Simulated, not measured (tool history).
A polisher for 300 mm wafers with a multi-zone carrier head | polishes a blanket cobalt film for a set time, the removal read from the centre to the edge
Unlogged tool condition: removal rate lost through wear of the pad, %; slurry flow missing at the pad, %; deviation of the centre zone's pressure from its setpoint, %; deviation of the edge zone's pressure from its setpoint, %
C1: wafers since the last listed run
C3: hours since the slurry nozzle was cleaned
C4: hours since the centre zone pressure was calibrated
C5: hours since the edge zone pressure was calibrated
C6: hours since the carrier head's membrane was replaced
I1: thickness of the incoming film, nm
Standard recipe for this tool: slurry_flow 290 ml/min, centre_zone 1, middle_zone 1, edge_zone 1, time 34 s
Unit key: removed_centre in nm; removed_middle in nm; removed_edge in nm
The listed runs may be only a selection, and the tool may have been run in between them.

run 1 day=0 | slurry_flow=290 centre_zone=1 middle_zone=0.95 edge_zone=1 time=34 | C1=0 wafers_polished_on_this_pad=216 C3=452.2 C4=269.3 C5=216 C6=20 | I1=1279.5 | removed_centre=182.9 removed_middle=178.7 removed_edge=186.8
run 2 day=3.933 | slurry_flow=290 centre_zone=1 middle_zone=1 edge_zone=1 time=34 | C1=1018 wafers_polished_on_this_pad=1235 C3=546.6 C4=363.7 C5=310.4 C6=114.4 | I1=1265 | removed_centre=183.9 removed_middle=185.4 removed_edge=191.8
run 3 day=6.862 | slurry_flow=290 centre_zone=1 middle_zone=1 edge_zone=1 time=34 | C1=758 wafers_polished_on_this_pad=1993 C3=616.9 C4=434 C5=380.7 C6=184.7 | I1=1267.8 | removed_centre=181.3 removed_middle=190.1 removed_edge=190.4
-- day=7.029 slurry nozzle cleaned
run 4 day=9.508 | slurry_flow=290 centre_zone=1 middle_zone=1 edge_zone=1 time=34 | C1=674 wafers_polished_on_this_pad=2668 C3=59.5 C4=497.5 C5=444.2 C6=248.2 | I1=1242.6 | removed_centre=178.2 removed_middle=181.7 removed_edge=182.6
run 5 day=13.633 | slurry_flow=290 centre_zone=1 middle_zone=1 edge_zone=1 time=34 | C1=1068 wafers_polished_on_this_pad=3736 C3=158.5 C4=596.5 C5=543.2 C6=347.2 | I1=1281.5 | removed_centre=176 removed_middle=175.2 removed_edge=182
run 6 day=15.583 | slurry_flow=290 centre_zone=1 middle_zone=1 edge_zone=1 time=34 | C1=505 wafers_polished_on_this_pad=4241 C3=205.3 C4=643.3 C5=590 C6=394 | I1=1266.4 | removed_centre=170.7 removed_middle=178.1 removed_edge=174.9
-- day=16.396 worn pad replaced by a new one
-- day=16.775 edge zone pressure recalibrated
run 7 day=19.292 | slurry_flow=290 centre_zone=1 middle_zone=1 edge_zone=1 time=34 | C1=895 wafers_polished_on_this_pad=728 C3=294.3 C4=732.3 C5=60.4 C6=483 | I1=1263.7 | removed_centre=182.3 removed_middle=185.3 removed_edge=185.1
run 8 day=23.1 | slurry_flow=290 centre_zone=0.96 middle_zone=1 edge_zone=0.91 time=34 | C1=986 wafers_polished_on_this_pad=1714 C3=385.7 C4=823.7 C5=151.8 C6=574.4 | I1=1260.9 | removed_centre=174.1 removed_middle=185.2 removed_edge=174.8
run 9 day=27.304 | slurry_flow=290 centre_zone=1 middle_zone=1 edge_zone=1 time=34 | C1=1088 wafers_polished_on_this_pad=2803 C3=486.6 C4=924.6 C5=252.7 C6=675.3 | I1=1289.3 | removed_centre=175.1 removed_middle=181.2 removed_edge=182.2
-- day=28.242 centre zone pressure recalibrated
-- day=29.275 slurry nozzle cleaned
-- day=29.508 carrier head's membrane replaced by a new one
run 10 day=30.571 | slurry_flow=290 centre_zone=0.91 middle_zone=1 edge_zone=1.07 time=34 | C1=759 wafers_polished_on_this_pad=3563 C3=31.1 C4=55.9 C5=331.1 C6=25.5 | I1=1268.4 | removed_centre=159 removed_middle=175.6 removed_edge=183.8
-- day=32.85 worn pad replaced by a new one
run 11 day=32.983 | slurry_flow=290 centre_zone=0.91 middle_zone=1 edge_zone=1.07 time=34 | C1=581 wafers_polished_on_this_pad=34 C3=89 C4=113.8 C5=389 C6=83.4 | I1=1261 | removed_centre=168.3 removed_middle=184.3 removed_edge=196.5

Run 12 comes next. What will it give?
run 12 day=37.05 | slurry_flow=290 centre_zone=1 middle_zone=1 edge_zone=1 time=34 | C1=1053 wafers_polished_on_this_pad=1087 C3=186.6 C4=211.4 C5=486.6 C6=181 | I1=1258.7 | removed_centre=? removed_middle=? removed_edge=?

{"run 12": {"removed_centre": 179.8, "removed_middle": 184.6, "removed_edge": 192.2}}
Without the tool's hidden state the same run would have given removed_centre 180.9 nm, removed_middle 185.7 nm, removed_edge 193.4 nm.
